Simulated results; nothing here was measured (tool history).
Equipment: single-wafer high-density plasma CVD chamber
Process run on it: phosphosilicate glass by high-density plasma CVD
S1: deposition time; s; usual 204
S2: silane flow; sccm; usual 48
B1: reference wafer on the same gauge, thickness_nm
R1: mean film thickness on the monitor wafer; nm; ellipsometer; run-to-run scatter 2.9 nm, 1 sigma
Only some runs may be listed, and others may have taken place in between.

run,hour,S1,S2,B1,R1
1,0.0,204,48,1108.965,1058.826
2,31.2,204,48,1108.768,1067.272
3,65.2,204,48,1110.626,1064.618
4,91.4,185,48,1110.786,970.176
5,142.8,185,48,1110.551,969.589
6,167.5,185,48,1109.516,965.671
7,200.1,176,42,1108.405,804.093
8,237.9,176,42,1109.672,803.102
9,288.2,176,42,1108.071,805.260
10,353.2,204,48,1109.030,1066.280
11,407.2,204,48,1109.293,1068.967
12,454.6,173,51,1109.688,961.303
13,489.0,182,54,1111.003,1071.832
# hour 509.7: silane flow controller replaced
# hour 546.0: gauge calibrated
14,548.6,216,39,1108.864,868.532
15,588.4,178,45,1109.957,831.795
16,625.6,204,48,1110.625,1008.689
17,674.8,204,48,1110.046,1012.765
18,722.0,244,42,1110.083,1068.414
19,791.4,240,41,1110.231,1021.880
20,851.2,173,45,1111.069,811.090

3 ways to go on from here, each from the tool as it stands after run 20. What would each give?
A,851.7,204,52,?,?
B,851.7,167,48,?,?
C,851.7,164,44,?,?

run,B1,R1
A,1109.781,1102.785
B,1109.781,833.326
C,1109.781,750.160
With no hidden state in the tool, these same runs would have given:
run,R1
A,1079.193
B,815.499
C,734.112

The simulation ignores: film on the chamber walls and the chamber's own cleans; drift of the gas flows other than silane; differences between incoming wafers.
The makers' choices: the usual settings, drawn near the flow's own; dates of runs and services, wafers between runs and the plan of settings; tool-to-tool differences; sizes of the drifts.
